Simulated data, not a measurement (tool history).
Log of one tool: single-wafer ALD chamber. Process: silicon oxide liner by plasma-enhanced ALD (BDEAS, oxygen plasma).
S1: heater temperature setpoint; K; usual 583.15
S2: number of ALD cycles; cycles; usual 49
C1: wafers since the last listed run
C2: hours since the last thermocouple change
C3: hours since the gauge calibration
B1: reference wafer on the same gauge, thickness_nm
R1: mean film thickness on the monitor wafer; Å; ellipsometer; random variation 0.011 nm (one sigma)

| run | hour | S1 | S2 | C1 | C2 | C3 | B1 | R1 |
|---|---|---|---|---|---|---|---|---|
| 1 | 0.0 | 594.15 | 49 | 0 | 1723.3 | 18.3 | 4.041 | 42.01 |
| 2 | 13.4 | 594.15 | 49 | 99 | 1736.7 | 31.7 | 4.038 | 41.98 |
| 3 | 21.0 | 594.15 | 49 | 56 | 1744.3 | 39.3 | 4.043 | 41.89 |
| 4 | 34.5 | 583.15 | 49 | 100 | 1757.8 | 52.8 | 4.039 | 42.60 |
| 5 | 49.4 | 583.15 | 49 | 110 | 1772.7 | 67.7 | 4.040 | 42.65 |
| 6 | 65.8 | 583.15 | 49 | 121 | 1789.1 | 84.1 | 4.039 | 42.45 |
| 7 | 81.6 | 583.15 | 49 | 117 | 1804.9 | 99.9 | 4.041 | 42.64 |
| 8 | 99.4 | 583.15 | 49 | 131 | 1822.7 | 117.7 | 4.039 | 42.55 |
|  | 108.2 | thermocouple changed; heater temperature recalibrated |
| 9 | 116.4 | 583.15 | 49 | 66 | 8.2 | 134.7 | 4.042 | 42.62 |
| 10 | 125.7 | 583.15 | 49 | 68 | 17.5 | 144.0 | 4.038 | 42.47 |
| 11 | 132.8 | 583.15 | 49 | 52 | 24.6 | 151.1 | 4.041 | 42.50 |
| 12 | 139.5 | 583.15 | 49 | 49 | 31.3 | 157.8 | 4.040 | 42.54 |
| 13 | 155.1 | 583.15 | 49 | 115 | 46.9 | 173.4 | 4.039 | 42.62 |
| 14 | 166.6 | 589.15 | 52 | 85 | 58.4 | 184.9 | 4.041 | 44.71 |
| 15 | 175.3 | 583.15 | 49 | 64 | 67.1 | 193.6 | 4.036 | 42.41 |
| 16 | 183.5 | 589.15 | 43 | 60 | 75.3 | 201.8 | 4.043 | 37.13 |
| 17 | 191.8 | 573.15 | 49 | 61 | 83.6 | 210.1 | 4.038 | 43.15 |
| 18 | 198.9 | 583.15 | 49 | 52 | 90.7 | 217.2 | 4.044 | 42.46 |
| 19 | 209.3 | 595.15 | 49 | 77 | 101.1 | 227.6 | 4.039 | 42.06 |
| 20 | 227.2 | 576.15 | 57 | 132 | 119.0 | 245.5 | 4.038 | 49.89 |
| 21 | 244.3 | 577.15 | 41 | 126 | 136.1 | 262.6 | 4.044 | 35.91 |
| 22 | 252.1 | 583.15 | 49 | 57 | 143.9 | 270.4 | 4.040 | 42.69 |
|  | 260.2 | gauge calibrated |
| 23 | 264.5 | 579.15 | 41 | 91 | 156.3 | 4.3 | 4.040 | 35.93 |
| 24 | 271.9 | 575.15 | 49 | 54 | 163.7 | 11.7 | 4.042 | 42.79 |
| 25 | 287.9 | 583.15 | 49 | 118 | 179.7 | 27.7 | 4.036 | 42.52 |
| 26 | 300.3 | 574.15 | 55 | 91 | 192.1 | 40.1 | 4.036 | 48.29 |
| 27 | 343.0 | 583.15 | 49 | 316 | 234.8 | 82.8 | 4.039 | 42.55 |
| 28 | 349.7 | 595.15 | 44 | 49 | 241.5 | 89.5 | 4.037 | 37.53 |

Hidden state at the last listed run before each entry between runs and at the first one after, where it differs:
Between runs 8 and 9: thermocouple changed; heater temperature recalibrated (hour 108.2)
  no hidden state differs between the two runs
Between runs 22 and 23: gauge calibrated (hour 260.2)
  no hidden state differs between the two runs

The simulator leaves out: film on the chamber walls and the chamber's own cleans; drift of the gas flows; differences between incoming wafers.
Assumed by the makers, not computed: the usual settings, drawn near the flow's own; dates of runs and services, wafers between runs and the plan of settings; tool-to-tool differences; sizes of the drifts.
